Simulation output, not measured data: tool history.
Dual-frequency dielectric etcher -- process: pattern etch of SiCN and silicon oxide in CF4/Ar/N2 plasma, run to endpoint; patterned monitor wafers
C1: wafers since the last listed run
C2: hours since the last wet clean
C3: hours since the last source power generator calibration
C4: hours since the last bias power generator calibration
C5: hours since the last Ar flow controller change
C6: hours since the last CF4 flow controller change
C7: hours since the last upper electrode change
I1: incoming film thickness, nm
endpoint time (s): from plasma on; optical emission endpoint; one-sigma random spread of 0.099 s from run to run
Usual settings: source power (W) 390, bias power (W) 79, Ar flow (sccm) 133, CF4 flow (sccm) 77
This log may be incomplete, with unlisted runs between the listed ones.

run 1 hour=0.0 | source_power_(W)=390 bias_power_(W)=71 Ar_flow_(sccm)=133 CF4_flow_(sccm)=77 | C1=0 C2=273.5 C3=1376.9 C4=1427.1 C5=2531.5 C6=4860.3 C7=3829.5 | I1=16.42 | endpoint_time_(s)=23.2
run 2 hour=46.5 | source_power_(W)=390 bias_power_(W)=71 Ar_flow_(sccm)=133 CF4_flow_(sccm)=77 | C1=876 C2=320.0 C3=1423.4 C4=1473.6 C5=2578.0 C6=4906.8 C7=3876.0 | I1=16.34 | endpoint_time_(s)=23.0
run 3 hour=74.2 | source_power_(W)=390 bias_power_(W)=79 Ar_flow_(sccm)=133 CF4_flow_(sccm)=77 | C1=521 C2=347.7 C3=1451.1 C4=1501.3 C5=2605.7 C6=4934.5 C7=3903.7 | I1=16.31 | endpoint_time_(s)=22.3
run 4 hour=119.9 | source_power_(W)=390 bias_power_(W)=79 Ar_flow_(sccm)=133 CF4_flow_(sccm)=77 | C1=860 C2=393.4 C3=1496.8 C4=1547.0 C5=2651.4 C6=4980.2 C7=3949.4 | I1=16.50 | endpoint_time_(s)=22.3
run 5 hour=145.6 | source_power_(W)=390 bias_power_(W)=79 Ar_flow_(sccm)=133 CF4_flow_(sccm)=77 | C1=484 C2=419.1 C3=1522.5 C4=1572.7 C5=2677.1 C6=5005.9 C7=3975.1 | I1=16.40 | endpoint_time_(s)=22.4
run 6 hour=175.8 | source_power_(W)=390 bias_power_(W)=79 Ar_flow_(sccm)=133 CF4_flow_(sccm)=77 | C1=568 C2=449.3 C3=1552.7 C4=1602.9 C5=2707.3 C6=5036.1 C7=4005.3 | I1=16.49 | endpoint_time_(s)=22.3
-- hour=229.5 upper electrode replaced
run 7 hour=236.3 | source_power_(W)=390 bias_power_(W)=79 Ar_flow_(sccm)=133 CF4_flow_(sccm)=77 | C1=687 C2=509.8 C3=1613.2 C4=1663.4 C5=2767.8 C6=5096.6 C7=6.8 | I1=16.27 | endpoint_time_(s)=22.0
-- hour=249.3 CF4 flow controller replaced
run 8 hour=268.3 | source_power_(W)=390 bias_power_(W)=79 Ar_flow_(sccm)=142 CF4_flow_(sccm)=77 | C1=489 C2=541.8 C3=1645.2 C4=1695.4 C5=2799.8 C6=19.0 C7=38.8 | I1=16.35 | endpoint_time_(s)=22.3
-- hour=297.5 bias power generator calibrated
-- hour=313.1 wet clean of the chamber
run 9 hour=327.8 | source_power_(W)=390 bias_power_(W)=79 Ar_flow_(sccm)=133 CF4_flow_(sccm)=63 | C1=752 C2=14.7 C3=1704.7 C4=30.3 C5=2859.3 C6=78.5 C7=98.3 | I1=16.35 | endpoint_time_(s)=23.9
-- hour=349.8 source power generator calibrated
run 10 hour=398.6 | source_power_(W)=440 bias_power_(W)=79 Ar_flow_(sccm)=119 CF4_flow_(sccm)=77 | C1=1258 C2=85.5 C3=48.8 C4=101.1 C5=2930.1 C6=149.3 C7=169.1 | I1=16.40 | endpoint_time_(s)=19.5
run 11 hour=442.7 | source_power_(W)=300 bias_power_(W)=69 Ar_flow_(sccm)=142 CF4_flow_(sccm)=88 | C1=830 C2=129.6 C3=92.9 C4=145.2 C5=2974.2 C6=193.4 C7=213.2 | I1=16.36 | endpoint_time_(s)=31.4
-- hour=461.7 Ar flow controller replaced
run 12 hour=505.7 | source_power_(W)=310 bias_power_(W)=79 Ar_flow_(sccm)=160 CF4_flow_(sccm)=69 | C1=1073 C2=192.6 C3=155.9 C4=208.2 C5=44.0 C6=256.4 C7=276.2 | I1=16.43 | endpoint_time_(s)=31.3
run 13 hour=572.3 | source_power_(W)=390 bias_power_(W)=79 Ar_flow_(sccm)=133 CF4_flow_(sccm)=77 | C1=1254 C2=259.2 C3=222.5 C4=274.8 C5=110.6 C6=323.0 C7=342.8 | I1=16.38 | endpoint_time_(s)=22.5
run 14 hour=596.6 | source_power_(W)=390 bias_power_(W)=66 Ar_flow_(sccm)=133 CF4_flow_(sccm)=77 | C1=457 C2=283.5 C3=246.8 C4=299.1 C5=134.9 C6=347.3 C7=367.1 | I1=16.52 | endpoint_time_(s)=24.0

Consider 5 possible next runs. They are alternatives, not a sequence: every one starts from the tool as it was left by run 14. What does each give?
run A hour=597.0 | source_power_(W)=390 bias_power_(W)=79 Ar_flow_(sccm)=133 CF4_flow_(sccm)=77 | C1=7 C2=283.9 C3=247.2 C4=299.5 C5=135.3 C6=347.7 C7=367.5 | I1=16.27 | endpoint_time_(s)=?
run B hour=597.0 | source_power_(W)=300 bias_power_(W)=70 Ar_flow_(sccm)=133 CF4_flow_(sccm)=85 | C1=7 C2=283.9 C3=247.2 C4=299.5 C5=135.3 C6=347.7 C7=367.5 | I1=16.27 | endpoint_time_(s)=?
run C hour=597.0 | source_power_(W)=340 bias_power_(W)=87 Ar_flow_(sccm)=152 CF4_flow_(sccm)=77 | C1=7 C2=283.9 C3=247.2 C4=299.5 C5=135.3 C6=347.7 C7=367.5 | I1=16.27 | endpoint_time_(s)=?
run D hour=597.0 | source_power_(W)=450 bias_power_(W)=79 Ar_flow_(sccm)=123 CF4_flow_(sccm)=77 | C1=7 C2=283.9 C3=247.2 C4=299.5 C5=135.3 C6=347.7 C7=367.5 | I1=16.27 | endpoint_time_(s)=?
run E hour=597.0 | source_power_(W)=350 bias_power_(W)=79 Ar_flow_(sccm)=133 CF4_flow_(sccm)=77 | C1=7 C2=283.9 C3=247.2 C4=299.5 C5=135.3 C6=347.7 C7=367.5 | I1=16.27 | endpoint_time_(s)=?

run=A endpoint_time_(s)=22.2
run=B endpoint_time_(s)=30.6
run=C endpoint_time_(s)=26.0
run=D endpoint_time_(s)=18.7
run=E endpoint_time_(s)=25.2
Stripped of hidden state, with their random variation kept, the same runs would have yielded:
run=A endpoint_time_(s)=22.6
run=B endpoint_time_(s)=31.1
run=C endpoint_time_(s)=26.4
run=D endpoint_time_(s)=19.0
run=E endpoint_time_(s)=25.6
